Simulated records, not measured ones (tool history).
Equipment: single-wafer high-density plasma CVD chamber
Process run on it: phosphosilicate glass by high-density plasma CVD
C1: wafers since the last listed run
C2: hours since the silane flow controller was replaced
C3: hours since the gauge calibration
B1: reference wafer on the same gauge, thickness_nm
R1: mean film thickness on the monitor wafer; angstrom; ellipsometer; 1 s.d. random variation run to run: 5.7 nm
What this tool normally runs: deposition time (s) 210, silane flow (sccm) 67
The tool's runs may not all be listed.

Run 1, hour 0.0: usual settings but silane flow (sccm) 77; C1 0; C2 4296.0; C3 86.2; B1 1647.904. Result: R1 16111.02 angstrom.
Run 2, hour 22.2: usual settings but silane flow (sccm) 77; C1 172; C2 4318.2; C3 108.4; B1 1647.784. Result: R1 16040.38 angstrom.
Run 3, hour 46.6: usual settings; C1 189; C2 4342.6; C3 132.8; B1 1648.180. Result: R1 13938.42 angstrom.
Run 4, hour 82.4: usual settings; C1 278; C2 4378.4; C3 168.6; B1 1648.731. Result: R1 14021.81 angstrom.
Run 5, hour 98.1: usual settings; C1 121; C2 4394.1; C3 184.3; B1 1649.618. Result: R1 13977.63 angstrom.
Run 6, hour 123.4: usual settings; C1 196; C2 4419.4; C3 209.6; B1 1650.450. Result: R1 14008.45 angstrom.
Run 7, hour 149.2: usual settings; C1 200; C2 4445.2; C3 235.4; B1 1651.175. Result: R1 14066.64 angstrom.
Run 8, hour 183.6: usual settings; C1 267; C2 4479.6; C3 269.8; B1 1651.584. Result: R1 14036.82 angstrom.
Run 9, hour 205.5: usual settings; C1 170; C2 4501.5; C3 291.7; B1 1653.234. Result: R1 14114.56 angstrom.
Run 10, hour 238.0: usual settings but silane flow (sccm) 63; C1 252; C2 4534.0; C3 324.2; B1 1654.654. Result: R1 13099.52 angstrom.
Run 11, hour 257.6: usual settings but deposition time (s) 179; C1 152; C2 4553.6; C3 343.8; B1 1657.296. Result: R1 11997.67 angstrom.
Run 12, hour 273.4: usual settings but deposition time (s) 179; C1 122; C2 4569.4; C3 359.6; B1 1657.034. Result: R1 12001.12 angstrom.
Run 13, hour 308.4: usual settings but deposition time (s) 223; C1 271; C2 4604.4; C3 394.6; B1 1659.840. Result: R1 14902.11 angstrom.
Run 14, hour 324.0: usual settings but deposition time (s) 223; C1 121; C2 4620.0; C3 410.2; B1 1658.611. Result: R1 14968.16 angstrom.
Run 15, hour 352.9: usual settings; C1 224; C2 4648.9; C3 439.1; B1 1661.925. Result: R1 14118.76 angstrom.
Run 16, hour 379.4: usual settings; C1 205; C2 4675.4; C3 465.6; B1 1662.398. Result: R1 14093.43 angstrom.
Run 17, hour 397.6: usual settings; C1 141; C2 4693.6; C3 483.8; B1 1664.762. Result: R1 14179.76 angstrom.
Run 18, hour 409.9: usual settings; C1 95; C2 4705.9; C3 496.1; B1 1666.847. Result: R1 14231.06 angstrom.
Run 19, hour 438.6: usual settings; C1 223; C2 4734.6; C3 524.8; B1 1668.122. Result: R1 14126.34 angstrom.
Run 20, hour 460.1: usual settings; C1 167; C2 4756.1; C3 546.3; B1 1669.536. Result: R1 14197.68 angstrom.
Run 21, hour 489.8: usual settings but deposition time (s) 226, silane flow (sccm) 62; C1 230; C2 4785.8; C3 576.0; B1 1673.481. Result: R1 14107.20 angstrom.
Run 22, hour 532.5: usual settings but deposition time (s) 176; C1 331; C2 4828.5; C3 618.7; B1 1676.458. Result: R1 11944.26 angstrom.
At hour 542.1: silane flow controller replaced.
Run 23, hour 560.1: usual settings but deposition time (s) 231, silane flow (sccm) 77; C1 152; C2 18.0; C3 646.3; B1 1679.483. Result: R1 17919.79 angstrom.
Run 24, hour 582.1: usual settings; C1 170; C2 40.0; C3 668.3; B1 1682.149. Result: R1 14318.45 angstrom.
Run 25, hour 598.0: usual settings but deposition time (s) 179; C1 123; C2 55.9; C3 684.2; B1 1683.867. Result: R1 12256.77 angstrom.
Run 26, hour 626.0: usual settings but deposition time (s) 181, silane flow (sccm) 79; C1 217; C2 83.9; C3 712.2; B1 1687.261. Result: R1 14426.41 angstrom.
Run 27, hour 639.9: usual settings but silane flow (sccm) 76; C1 108; C2 97.8; C3 726.1; B1 1689.162. Result: R1 16215.90 angstrom.
Run 28, hour 674.1: usual settings but deposition time (s) 225, silane flow (sccm) 57; C1 265; C2 132.0; C3 760.3; B1 1691.806. Result: R1 13135.06 angstrom.
Run 29, hour 708.3: usual settings; C1 265; C2 166.2; C3 794.5; B1 1697.019. Result: R1 14388.04 angstrom.
At hour 732.6: gauge calibrated.
Run 30, hour 740.4: usual settings but deposition time (s) 169, silane flow (sccm) 55; C1 249; C2 198.3; C3 7.8; B1 1659.045. Result: R1 9286.07 angstrom.
Run 31, hour 756.7: usual settings but deposition time (s) 193, silane flow (sccm) 76; C1 126; C2 214.6; C3 24.1; B1 1659.138. Result: R1 14566.86 angstrom.
Run 32, hour 790.0: usual settings but silane flow (sccm) 56; C1 258; C2 247.9; C3 57.4; B1 1660.416. Result: R1 11752.28 angstrom.
Run 33, hour 815.4: usual settings but deposition time (s) 237, silane flow (sccm) 58; C1 197; C2 273.3; C3 82.8; B1 1659.934. Result: R1 13731.60 angstrom.
Run 34, hour 829.3: usual settings but deposition time (s) 236, silane flow (sccm) 76; C1 108; C2 287.2; C3 96.7; B1 1660.205. Result: R1 17870.48 angstrom.
Run 35, hour 851.8: usual settings but deposition time (s) 196; C1 174; C2 309.7; C3 119.2; B1 1661.864. Result: R1 13100.59 angstrom.
Run 36, hour 867.8: usual settings but deposition time (s) 192; C1 124; C2 325.7; C3 135.2; B1 1661.937. Result: R1 12930.39 angstrom.
Run 37, hour 896.1: usual settings but deposition time (s) 199; C1 219; C2 354.0; C3 163.5; B1 1662.035. Result: R1 13410.12 angstrom.
Run 38, hour 908.3: usual settings but deposition time (s) 245; C1 94; C2 366.2; C3 175.7; B1 1661.225. Result: R1 16437.66 angstrom.
Run 39, hour 927.0: usual settings but deposition time (s) 249; C1 145; C2 384.9; C3 194.4; B1 1663.384. Result: R1 16757.41 angstrom.

Predict the results of run 40:
Run 40, hour 946.2: usual settings but deposition time (s) 187; C1 149; C2 404.1; C3 213.6; B1 ?. Result: R1 ?.

B1: 1662.628
R1: 12605.16 angstrom
On a tool with no hidden condition, and with the same random variation, this run would have come out at R1 12507.01 angstrom.
